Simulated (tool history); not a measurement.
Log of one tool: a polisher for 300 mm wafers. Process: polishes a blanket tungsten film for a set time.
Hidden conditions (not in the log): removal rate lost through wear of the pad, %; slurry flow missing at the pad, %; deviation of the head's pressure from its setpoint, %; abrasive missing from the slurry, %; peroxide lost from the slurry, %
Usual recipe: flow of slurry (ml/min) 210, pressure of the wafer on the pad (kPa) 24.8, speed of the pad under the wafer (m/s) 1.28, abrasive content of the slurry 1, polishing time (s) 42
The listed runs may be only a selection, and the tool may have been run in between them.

run,day,flow of slurry (ml/min),pressure of the wafer on the pad (kPa),speed of the pad under the wafer (m/s),abrasive content of the slurry,polishing time (s),wafers since the last listed run,wafers polished on this pad,hours since the slurry nozzle was cleaned,hours since the head pressure was calibrated,hours since the slurry blender was calibrated,hours since the slurry got fresh peroxide,"incoming thickness of the incoming film, nm",film removed (nm)
1,0.000,210,24.8,1.28,1,42,0,70,225.5,608.1,59.3,47.0,1329.7,216.3
2,0.329,210,24.8,1.28,1,42,52,122,233.4,616.0,67.2,54.9,1356.2,216.2
# day 1.229: slurry tank refilled with fresh slurry and peroxide
# day 1.838: slurry blender recalibrated
3,1.975,210,24.8,1.28,1,42,242,364,272.9,655.5,3.3,17.9,1321.0,224.3
4,2.671,210,24.8,1.28,1,42,110,475,289.6,672.2,20.0,34.6,1346.9,216.1
5,3.596,210,24.8,1.28,1,42,147,622,311.8,694.4,42.2,56.8,1343.2,212.7
# day 4.233: slurry tank refilled with fresh slurry and peroxide
6,4.254,210,24.8,1.28,1,42,98,721,327.6,710.2,58.0,0.5,1360.4,232.1
7,4.583,165,24.8,1.28,1,42,52,773,335.5,718.1,65.9,8.4,1333.5,217.1
# day 5.179: worn pad replaced by a new one
# day 5.246: head pressure recalibrated
8,5.267,165,24.8,1.28,1,42,71,3,351.9,0.5,82.3,24.8,1362.3,208.9
9,5.754,210,24.8,1.28,1,42,77,80,363.6,12.2,94.0,36.5,1354.0,213.0
# day 5.967: slurry blender recalibrated
10,6.442,210,24.8,1.46,1,42,96,177,380.1,28.7,11.4,53.0,1350.3,232.1
11,7.067,210,24.8,1.46,1,42,99,276,395.1,43.7,26.4,68.0,1343.1,234.8
# day 7.367: slurry tank refilled with fresh slurry and peroxide
12,7.404,210,24.8,1.28,1,42,47,323,403.2,51.8,34.5,0.9,1333.0,224.8
13,7.771,210,24.8,1.28,1,42,58,382,412.0,60.6,43.3,9.7,1355.0,222.2
# day 7.967: slurry nozzle cleaned
14,8.325,210,24.8,1.28,1,42,81,463,8.6,73.9,56.6,23.0,1359.4,217.2
15,8.796,210,20.7,1.62,1,42,74,538,19.9,85.2,67.9,34.3,1380.6,205.9

Predict the results of run 16:
16,9.225,135,24.8,1.28,1,42,68,607,30.2,95.5,78.2,44.6,1353.6,?

Logged for run 16: film removed (nm) 194.9.
Had the tool carried no hidden state, the very same run would have given film removed (nm) 210.1.
